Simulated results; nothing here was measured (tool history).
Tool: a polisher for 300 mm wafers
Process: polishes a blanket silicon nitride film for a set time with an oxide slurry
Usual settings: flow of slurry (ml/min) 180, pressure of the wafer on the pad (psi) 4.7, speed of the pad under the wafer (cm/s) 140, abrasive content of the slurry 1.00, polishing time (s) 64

run   hour  flow of slurry (ml/min)  pressure of the wafer on the pad (psi)  speed of the pad under the wafer (cm/s)  abrasive content of the slurry  polishing time (s)  wafers since the last listed run  wafers polished on this pad  hours since the slurry nozzle was cleaned  hours since the head pressure was calibrated  hours since the slurry blender was calibrated  hours since the conditioning disc was replaced  incoming thickness of the incoming film, nm  film removed (Å)
  1    0.0                      180                                     4.7                                      140                            1.00                  64                                 0                          497                                      642.8                                        1168.3                                          165.8                                           142.0                                        265.5               493
  2   17.0                      180                                     4.7                                      140                            1.00                  64                               188                          685                                      659.8                                        1185.3                                          182.8                                           159.0                                        273.5               475
      22.4  -- worn pad replaced by a new one
  3   28.4                      180                                     4.7                                      140                            1.00                  64                                82                           67                                      671.2                                        1196.7                                          194.2                                           170.4                                        269.1               520
  4   35.9                      180                                     4.7                                      140                            1.00                  64                                83                          150                                      678.7                                        1204.2                                          201.7                                           177.9                                        272.1               513
  5   50.0                      180                                     4.7                                      140                            1.00                  64                               156                          307                                      692.8                                        1218.3                                          215.8                                           192.0                                        270.0               510
  6   65.4                      180                                     4.7                                      140                            1.00                  64                               171                          478                                      708.2                                        1233.7                                          231.2                                           207.4                                        274.3               495
  7   75.8                      180                                     4.7                                      140                            1.10                  64                               115                          593                                      718.6                                        1244.1                                          241.6                                           217.8                                        267.1               504
      83.9  -- worn pad replaced by a new one
      90.5  -- slurry blender recalibrated
      90.5  -- conditioning disc replaced and pad reconditioned
  8   91.0                      180                                     4.7                                      140                            1.10                  64                               101                           55                                      733.8                                        1259.3                                            0.5                                             0.5                                        264.8               631
  9  102.3                      180                                     4.7                                      140                            1.00                  64                               125                          181                                      745.1                                        1270.6                                           11.8                                            11.8                                        271.0               583
 10  110.6                      155                                     4.7                                      110                            1.00                  64                                92                          273                                      753.4                                        1278.9                                           20.1                                            20.1                                        267.7               477
     115.4  -- head pressure recalibrated
 11  122.8                      180                                     5.7                                      114                            0.85                  55                               113                          387                                      765.6                                           7.4                                           32.3                                            32.3                                        272.6               449
 12  132.8                      180                                     4.7                                      140                            0.80                  64                               111                          498                                      775.6                                          17.4                                           42.3                                            42.3                                        267.4               485
     151.0  -- worn pad replaced by a new one
 13  151.5                      180                                     4.7                                      140                            1.00                  64                               163                            5                                      794.3                                          36.1                                           61.0                                            61.0                                        269.6               566
     159.7  -- slurry nozzle cleaned
 14  161.2                      210                                     4.7                                       96                            1.00                  64                                96                          102                                        1.5                                          45.8                                           70.7                                            70.7                                        270.5               440
 15  173.3                      130                                     4.7                                      140                            1.20                  44                               134                          237                                       13.6                                          57.9                                           82.8                                            82.8                                        268.2               370
 16  186.0                      180                                     5.7                                      140                            1.00                  49                               141                          378                                       26.3                                          70.6                                           95.5                                            95.5                                        273.3               468
 17  193.5                      180                                     5.2                                      140                            1.00                  73                                83                          461                                       33.8                                          78.1                                          103.0                                           103.0                                        273.3               629
 18  210.2                      180                                     6.0                                      112                            1.00                  64                               185                          647                                       50.5                                          94.8                                          119.7                                           119.7                                        268.6               522

3 ways to go on from here, each from the tool as it stands after run 18. What would each give?
  A  210.6                      180                                     4.7                                      124                            1.00                  64                                 4                          651                                       50.9                                          95.2                                          120.1                                           120.1                                        263.9                 ?
  B  210.6                      180                                     5.6                                      140                            0.85                  56                                 4                          651                                       50.9                                          95.2                                          120.1                                           120.1                                        263.9                 ?
  C  210.6                      120                                     5.7                                      140                            1.00                  57                                 4                          651                                       50.9                                          95.2                                          120.1                                           120.1                                        263.9                 ?

run  film removed (Å)
  A               449
  B               458
  C               467
Without the tool's hidden state the same runs would have given:
run  film removed (Å)
  A               570
  B               587
  C               593

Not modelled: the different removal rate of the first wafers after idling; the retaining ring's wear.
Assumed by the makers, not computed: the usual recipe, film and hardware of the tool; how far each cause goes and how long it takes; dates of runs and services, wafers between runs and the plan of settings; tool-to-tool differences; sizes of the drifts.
